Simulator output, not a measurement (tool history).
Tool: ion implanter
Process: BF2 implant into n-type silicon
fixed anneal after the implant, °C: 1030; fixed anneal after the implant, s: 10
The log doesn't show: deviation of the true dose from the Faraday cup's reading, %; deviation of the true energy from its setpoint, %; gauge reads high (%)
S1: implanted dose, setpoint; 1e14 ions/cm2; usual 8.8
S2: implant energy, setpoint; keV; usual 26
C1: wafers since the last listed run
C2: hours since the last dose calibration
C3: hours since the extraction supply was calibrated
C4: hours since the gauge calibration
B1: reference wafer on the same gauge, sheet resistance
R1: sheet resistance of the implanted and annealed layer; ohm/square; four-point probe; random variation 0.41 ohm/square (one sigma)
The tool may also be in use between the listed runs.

| run | hour | S1 | S2 | C1 | C2 | C3 | C4 | B1 | R1 |
|---|---|---|---|---|---|---|---|---|---|
| 1 | 0 | 8.8 | 26 | 0 | 606.3 | 1602.8 | 2214 | 140.05 | 163.51 |
| 2 | 46.7 | 8.8 | 26 | 628 | 653 | 1649.5 | 2260.7 | 140.01 | 163.04 |
| 3 | 108.7 | 8.8 | 26 | 834 | 715 | 1711.5 | 2322.7 | 139.97 | 162.9 |
|  | 154.5 | Faraday cup replaced and dose calibrated |
| 4 | 155 | 10.78 | 26 | 515 | 0.5 | 1757.8 | 2369 | 140.05 | 149.95 |
| 5 | 205.3 | 10.78 | 26 | 676 | 50.8 | 1808.1 | 2419.3 | 140.06 | 150.62 |
| 6 | 264.5 | 8.8 | 26 | 796 | 110 | 1867.3 | 2478.5 | 140.03 | 164.55 |
| 7 | 336.1 | 8.8 | 26 | 963 | 181.6 | 1938.9 | 2550.1 | 140.1 | 164.43 |
| 8 | 406.8 | 9.36 | 26 | 951 | 252.3 | 2009.6 | 2620.8 | 139.99 | 158.56 |
| 9 | 436.3 | 9.36 | 26 | 396 | 281.8 | 2039.1 | 2650.3 | 140.04 | 159.45 |
| 10 | 473.2 | 8.8 | 23 | 496 | 318.7 | 2076 | 2687.2 | 139.98 | 171.41 |
| 11 | 517.1 | 8.8 | 26 | 590 | 362.6 | 2119.9 | 2731.1 | 140.02 | 164.32 |
| 12 | 581.3 | 10.57 | 26 | 863 | 426.8 | 2184.1 | 2795.3 | 140.02 | 150.41 |
| 13 | 650.9 | 10.61 | 35 | 936 | 496.4 | 2253.7 | 2864.9 | 140.02 | 133.84 |
| 14 | 683.8 | 10.59 | 21.5 | 442 | 529.3 | 2286.6 | 2897.8 | 140.08 | 163.04 |
|  | 704.2 | gauge calibrated |
| 15 | 713.3 | 8.11 | 31.5 | 396 | 558.8 | 2316.1 | 9.1 | 139.95 | 160.68 |
| 16 | 775.3 | 10.65 | 22.5 | 834 | 620.8 | 2378.1 | 71.1 | 140.01 | 158.83 |
| 17 | 830.3 | 8.8 | 26 | 739 | 675.8 | 2433.1 | 126.1 | 140.02 | 161.6 |
| 18 | 899.9 | 8.8 | 26 | 936 | 745.4 | 2502.7 | 195.7 | 139.97 | 161.98 |
|  | 937.1 | Faraday cup replaced and dose calibrated |
| 19 | 949.7 | 7.07 | 32 | 562 | 12.6 | 2552.5 | 245.5 | 140.02 | 179.22 |
| 20 | 994.8 | 7.98 | 33 | 606 | 57.7 | 2597.6 | 290.6 | 139.98 | 163.41 |
| 21 | 1207 | 8.8 | 26 | 2854 | 269.9 | 2809.8 | 502.8 | 140.03 | 166.07 |
|  | 1233.4 | extraction supply calibrated |
| 22 | 1238.9 | 8.8 | 26 | 321 | 301.8 | 5.5 | 534.7 | 140.02 | 165.37 |
| 23 | 1263.4 | 7.86 | 19 | 329 | 326.3 | 30 | 559.2 | 140 | 194.66 |
| 24 | 1295.8 | 7.66 | 17 | 435 | 358.7 | 62.4 | 591.6 | 140.03 | 203.67 |
| 25 | 1346.8 | 6.28 | 22.5 | 686 | 409.7 | 113.4 | 642.6 | 140 | 210.66 |
| 26 | 1378.8 | 8.8 | 26 | 430 | 441.7 | 145.4 | 674.6 | 140.03 | 165 |
| 27 | 1415.7 | 8.8 | 31 | 496 | 478.6 | 182.3 | 711.5 | 140.01 | 154.62 |
| 28 | 1447.3 | 8.8 | 23.5 | 425 | 510.2 | 213.9 | 743.1 | 140.03 | 170.39 |
| 29 | 1517.4 | 7.19 | 29.5 | 943 | 580.3 | 284 | 813.2 | 139.95 | 177.83 |
| 30 | 1550.4 | 11.4 | 21 | 443 | 613.3 | 317 | 846.2 | 139.95 | 161.43 |
| 31 | 1591.1 | 8.8 | 34 | 547 | 654 | 357.7 | 886.9 | 140.04 | 149.36 |
| 32 | 1617.2 | 9.65 | 26 | 351 | 680.1 | 383.8 | 913 | 140 | 156.17 |
| 33 | 1680.9 | 8.8 | 26 | 856 | 743.8 | 447.5 | 976.7 | 140.01 | 163.36 |
|  | 1729.7 | Faraday cup replaced and dose calibrated |
| 34 | 1732.6 | 8.8 | 26 | 587 | 2.9 | 499.2 | 1028.4 | 139.91 | 165.62 |
| 35 | 1781.9 | 8.8 | 26 | 663 | 52.2 | 548.5 | 1077.7 | 140.08 | 165.3 |
| 36 | 1837.9 | 8.8 | 18.5 | 753 | 108.2 | 604.5 | 1133.7 | 139.99 | 186.36 |

5 ways to go on from here, each from the tool as it stands after run 36. What would each give?
| A | 1838.3 | 8.8 | 34.5 | 5 | 108.6 | 604.9 | 1134.1 | ? | ? |
| B | 1838.3 | 9.48 | 33 | 5 | 108.6 | 604.9 | 1134.1 | ? | ? |
| C | 1838.3 | 11.43 | 20.5 | 5 | 108.6 | 604.9 | 1134.1 | ? | ? |
| D | 1838.3 | 11.24 | 33 | 5 | 108.6 | 604.9 | 1134.1 | ? | ? |
| E | 1838.3 | 7.31 | 33 | 5 | 108.6 | 604.9 | 1134.1 | ? | ? |

| run | B1 | R1 |
|---|---|---|
| A | 139.95 | 151.73 |
| B | 139.95 | 147.15 |
| C | 139.95 | 163.73 |
| D | 139.95 | 135.05 |
| E | 139.95 | 173.82 |
Without the tool's hidden state the same runs would have given:
| run | R1 |
|---|---|
| A | 151.96 |
| B | 147.35 |
| C | 163.86 |
| D | 135.19 |
| E | 174.11 |

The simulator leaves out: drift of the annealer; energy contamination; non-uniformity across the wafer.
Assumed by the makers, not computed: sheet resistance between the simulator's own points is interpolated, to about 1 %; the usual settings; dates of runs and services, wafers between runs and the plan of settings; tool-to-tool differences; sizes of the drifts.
